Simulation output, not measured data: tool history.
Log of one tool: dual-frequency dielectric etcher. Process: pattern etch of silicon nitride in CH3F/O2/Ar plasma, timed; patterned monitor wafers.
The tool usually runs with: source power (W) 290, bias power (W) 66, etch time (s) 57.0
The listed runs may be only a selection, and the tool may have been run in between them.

run,day,source power (W),bias power (W),etch time (s),"read-back reference wafer on the same gauge, depth_nm",mean etch depth across the wafer (Å)
1,0.000,290,60,57.0,34.94,355.4
# day 1.617: wet clean of the chamber
2,2.412,290,60,57.0,35.03,341.1
3,5.417,290,66,57.0,34.91,354.8
4,9.554,290,66,57.0,34.93,356.6
5,14.088,290,76,57.0,34.86,382.1
6,16.942,290,76,57.0,34.89,380.4
7,19.338,290,76,57.0,34.87,388.2
# day 20.883: wet clean of the chamber
8,23.312,290,66,57.0,34.86,349.7
9,25.821,290,66,57.0,34.83,352.3
10,29.646,290,66,57.0,34.90,359.5
11,31.875,290,66,57.0,34.91,362.3
12,34.967,280,66,57.0,34.94,357.3
# day 37.062: upper electrode replaced, of another model than before
13,37.808,290,66,57.0,34.95,366.2
14,39.771,290,82,62.0,34.93,443.7
15,41.312,350,74,69.5,34.89,498.9
# day 42.888: wet clean of the chamber
16,45.112,290,79,57.0,34.87,388.4
17,47.838,260,51,57.0,34.89,297.3
# day 50.096: source power generator calibrated
18,52.142,320,60,57.0,34.92,351.9

Run 19 is up next; what results do you expect?
19,53.750,290,52,57.0,?,?

read-back reference wafer on the same gauge, depth_nm: 34.94
mean etch depth across the wafer (Å): 315.6
Take away the tool's hidden state, keep the run-to-run variation as it was, and the same run would have given mean etch depth across the wafer (Å) 308.0.
